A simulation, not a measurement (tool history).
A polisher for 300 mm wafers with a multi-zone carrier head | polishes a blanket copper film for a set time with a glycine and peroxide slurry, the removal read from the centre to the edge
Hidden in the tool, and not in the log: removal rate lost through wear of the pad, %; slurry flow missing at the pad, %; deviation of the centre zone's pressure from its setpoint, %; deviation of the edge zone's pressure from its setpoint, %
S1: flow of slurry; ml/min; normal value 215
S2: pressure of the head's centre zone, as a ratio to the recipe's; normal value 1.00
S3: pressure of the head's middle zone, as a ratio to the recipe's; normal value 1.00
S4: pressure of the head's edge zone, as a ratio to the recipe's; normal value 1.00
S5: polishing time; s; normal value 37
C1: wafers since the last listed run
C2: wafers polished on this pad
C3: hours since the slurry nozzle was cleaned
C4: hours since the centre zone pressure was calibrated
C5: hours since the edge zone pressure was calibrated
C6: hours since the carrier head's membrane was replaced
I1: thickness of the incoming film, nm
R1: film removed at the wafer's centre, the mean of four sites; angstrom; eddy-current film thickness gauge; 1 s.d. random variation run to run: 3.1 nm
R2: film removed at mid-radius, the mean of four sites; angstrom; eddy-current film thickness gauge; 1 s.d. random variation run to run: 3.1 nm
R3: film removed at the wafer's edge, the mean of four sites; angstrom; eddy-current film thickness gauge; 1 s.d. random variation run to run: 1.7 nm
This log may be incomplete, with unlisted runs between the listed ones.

Run 1, day 0.000: usual settings; C1 0; C2 288; C3 76.7; C4 819.1; C5 1113.1; C6 306.4; I1 1947.6. Result: R1 2464 angstrom, R2 2483 angstrom, R3 2572 angstrom.
Run 2, day 1.292: usual settings; C1 448; C2 736; C3 107.7; C4 850.1; C5 1144.1; C6 337.4; I1 1980.9. Result: R1 2361 angstrom, R2 2429 angstrom, R3 2464 angstrom.
Run 3, day 2.683: usual settings; C1 482; C2 1219; C3 141.1; C4 883.5; C5 1177.5; C6 370.8; I1 1980.0. Result: R1 2231 angstrom, R2 2327 angstrom, R3 2363 angstrom.
Run 4, day 3.850: usual settings but S3 0.96; C1 404; C2 1624; C3 169.1; C4 911.5; C5 1205.5; C6 398.8; I1 1961.6. Result: R1 2148 angstrom, R2 2130 angstrom, R3 2317 angstrom.
At day 4.717: worn pad replaced by a new one.
At day 4.908: slurry nozzle cleaned.
Run 5, day 6.404: usual settings; C1 813; C2 571; C3 35.9; C4 972.8; C5 1266.8; C6 460.1; I1 1995.5. Result: R1 2406 angstrom, R2 2462 angstrom, R3 2511 angstrom.
Run 6, day 7.808: usual settings; C1 487; C2 1058; C3 69.6; C4 1006.5; C5 1300.5; C6 493.8; I1 2016.8. Result: R1 2303 angstrom, R2 2392 angstrom, R3 2436 angstrom.
At day 8.333: edge zone pressure recalibrated.
At day 10.012: worn pad replaced by a new one.
Run 7, day 12.246: usual settings; C1 1452; C2 775; C3 176.1; C4 1113.0; C5 93.9; C6 600.3; I1 1983.1. Result: R1 2289 angstrom, R2 2314 angstrom, R3 2390 angstrom.
Run 8, day 13.958: usual settings but S2 0.95, S3 0.93, S4 1.11; C1 594; C2 1369; C3 217.2; C4 1154.1; C5 135.0; C6 641.4; I1 1955.8. Result: R1 1991 angstrom, R2 2021 angstrom, R3 2404 angstrom.
At day 14.479: slurry nozzle cleaned.
At day 15.412: worn pad replaced by a new one.
Run 9, day 15.696: usual settings but S2 1.12, S4 0.90; C1 530; C2 97; C3 29.2; C4 1195.8; C5 176.7; C6 683.1; I1 2018.0. Result: R1 2772 angstrom, R2 2488 angstrom, R3 2460 angstrom.
At day 16.683: carrier head's membrane replaced by a new one.
At day 17.029: centre zone pressure recalibrated.
Run 10, day 18.138: usual settings but S2 1.05, S3 1.08, S4 1.10, S5 46 s; C1 745; C2 843; C3 87.8; C4 26.6; C5 235.3; C6 34.9; I1 1975.0. Result: R1 3042 angstrom, R2 3089 angstrom, R3 3158 angstrom.
Run 11, day 19.692: usual settings; C1 539; C2 1383; C3 125.1; C4 63.9; C5 272.6; C6 72.2; I1 1993.5. Result: R1 2189 angstrom, R2 2213 angstrom, R3 2334 angstrom.
At day 21.475: worn pad replaced by a new one.
Run 12, day 21.762: usual settings but S3 1.10, S5 24 s; C1 660; C2 99; C3 174.8; C4 113.6; C5 322.3; C6 121.9; I1 1937.9. Result: R1 1508 angstrom, R2 1675 angstrom, R3 1609 angstrom.
At day 21.946: slurry nozzle cleaned.
Run 13, day 23.054: usual settings; C1 433; C2 533; C3 26.6; C4 144.6; C5 353.3; C6 152.9; I1 1998.5. Result: R1 2395 angstrom, R2 2421 angstrom, R3 2533 angstrom.
Run 14, day 24.846: usual settings but S3 0.93, S5 25 s; C1 621; C2 1155; C3 69.6; C4 187.6; C5 396.3; C6 195.9; I1 2008.8. Result: R1 1568 angstrom, R2 1501 angstrom, R3 1654 angstrom.
At day 26.188: worn pad replaced by a new one.
Run 15, day 27.146: usual settings but S3 1.04, S5 30 s; C1 740; C2 332; C3 124.8; C4 242.8; C5 451.5; C6 251.1; I1 2024.9. Result: R1 1898 angstrom, R2 1997 angstrom, R3 2043 angstrom.

Take each entry between the runs: how does the hidden state at the last listed run before it differ from the hidden state at the first listed run after it?
Between runs 4 and 5: worn pad replaced by a new one (day 4.717); slurry nozzle cleaned (day 4.908)
  removal rate lost through wear of the pad, %: 9.06 -> 4.55; slurry flow missing at the pad, %: 32.9 -> 10.8
  the result without the hidden state subtracted from the measured one, R1: -366 -> -155 angstrom; R2: -347 -> -155 angstrom; R3: -338 -> -148 angstrom
Between runs 6 and 7: edge zone pressure recalibrated (day 8.333); worn pad replaced by a new one (day 10.012)
  removal rate lost through wear of the pad, %: 7.12 -> 4.97; slurry flow missing at the pad, %: 17.3 -> 37.6
  the result without the hidden state subtracted from the measured one, R1: -245 -> -309 angstrom; R2: -247 -> -292 angstrom; R3: -235 -> -253 angstrom
Between runs 8 and 9: slurry nozzle cleaned (day 14.479); worn pad replaced by a new one (day 15.412)
  removal rate lost through wear of the pad, %: 8.1 -> 2.23; slurry flow missing at the pad, %: 45.5 -> 8.2
  the result without the hidden state subtracted from the measured one, R1: -409 -> -97 angstrom; R2: -388 -> -84 angstrom; R3: -392 -> -76 angstrom
Between runs 9 and 10: carrier head's membrane replaced by a new one (day 16.683); centre zone pressure recalibrated (day 17.029)
  removal rate lost through wear of the pad, %: 2.23 -> 6.7; slurry flow missing at the pad, %: 8.2 -> 19.4
  the result without the hidden state subtracted from the measured one, R1: -97 -> -322 angstrom; R2: -84 -> -317 angstrom; R3: -76 -> -298 angstrom
Between runs 11 and 12: worn pad replaced by a new one (day 21.475)
  removal rate lost through wear of the pad, %: 9.55 -> 2.19; slurry flow missing at the pad, %: 26.5 -> 36
  the result without the hidden state subtracted from the measured one, R1: -347 -> -147 angstrom; R2: -338 -> -150 angstrom; R3: -327 -> -114 angstrom
Between runs 12 and 13: slurry nozzle cleaned (day 21.946)
  removal rate lost through wear of the pad, %: 2.19 -> 4.56; slurry flow missing at the pad, %: 36 -> 7.34
  the result without the hidden state subtracted from the measured one, R1: -147 -> -141 angstrom; R2: -150 -> -140 angstrom; R3: -114 -> -140 angstrom
Between runs 14 and 15: worn pad replaced by a new one (day 26.188)
  removal rate lost through wear of the pad, %: 7.84 -> 2.88; slurry flow missing at the pad, %: 15.6 -> 26.1
  the result without the hidden state subtracted from the measured one, R1: -175 -> -147 angstrom; R2: -163 -> -145 angstrom; R3: -170 -> -125 angstrom
